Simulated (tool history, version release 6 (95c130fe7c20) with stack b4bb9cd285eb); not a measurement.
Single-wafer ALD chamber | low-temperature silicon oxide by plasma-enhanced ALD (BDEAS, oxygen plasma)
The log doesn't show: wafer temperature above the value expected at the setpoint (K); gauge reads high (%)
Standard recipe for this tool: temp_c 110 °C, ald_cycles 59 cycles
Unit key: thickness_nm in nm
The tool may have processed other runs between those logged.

run	hour	temp_c	ald_cycles	wafers since the last listed run	hours since the last thermocouple change	hours since the gauge calibration	read-back reference wafer on the same gauge, thickness_nm	thickness_nm
1	0.0	110	59	0	720.4	283.5	9.035	8.609
2	16.1	110	59	107	736.5	299.6	9.047	8.634
3	26.4	110	59	68	746.8	309.9	9.044	8.662
4	38.8	100	59	82	759.2	322.3	9.035	8.771
5	54.6	100	59	105	775.0	338.1	9.050	8.780
6	69.1	100	59	96	789.5	352.6	9.041	8.788
7	78.6	110	59	63	799.0	362.1	9.044	8.641
8	88.5	110	59	66	808.9	372.0	9.044	8.641
9	101.4	110	59	86	821.8	384.9	9.041	8.648
10	110.8	110	59	62	831.2	394.3	9.046	8.626
11	124.2	110	59	89	844.6	407.7	9.048	8.642
12	131.5	110	59	48	851.9	415.0	9.047	8.653
13	137.6	110	59	40	858.0	421.1	9.047	8.610
# hour 143.3: gauge calibrated
14	143.8	110	59	41	864.2	0.5	8.949	8.548
15	157.4	124	49	90	877.8	14.1	8.956	6.908

Forecast run 16:
16	194.5	123	49	248	914.9	51.2	?	?

{"run 16": {"read-back reference wafer on the same gauge, thickness_nm": 8.981, "thickness_nm": 6.975}}
Take away the tool's hidden state, keep the run-to-run variation as it was, and the same run would have given thickness_nm 6.933 nm.
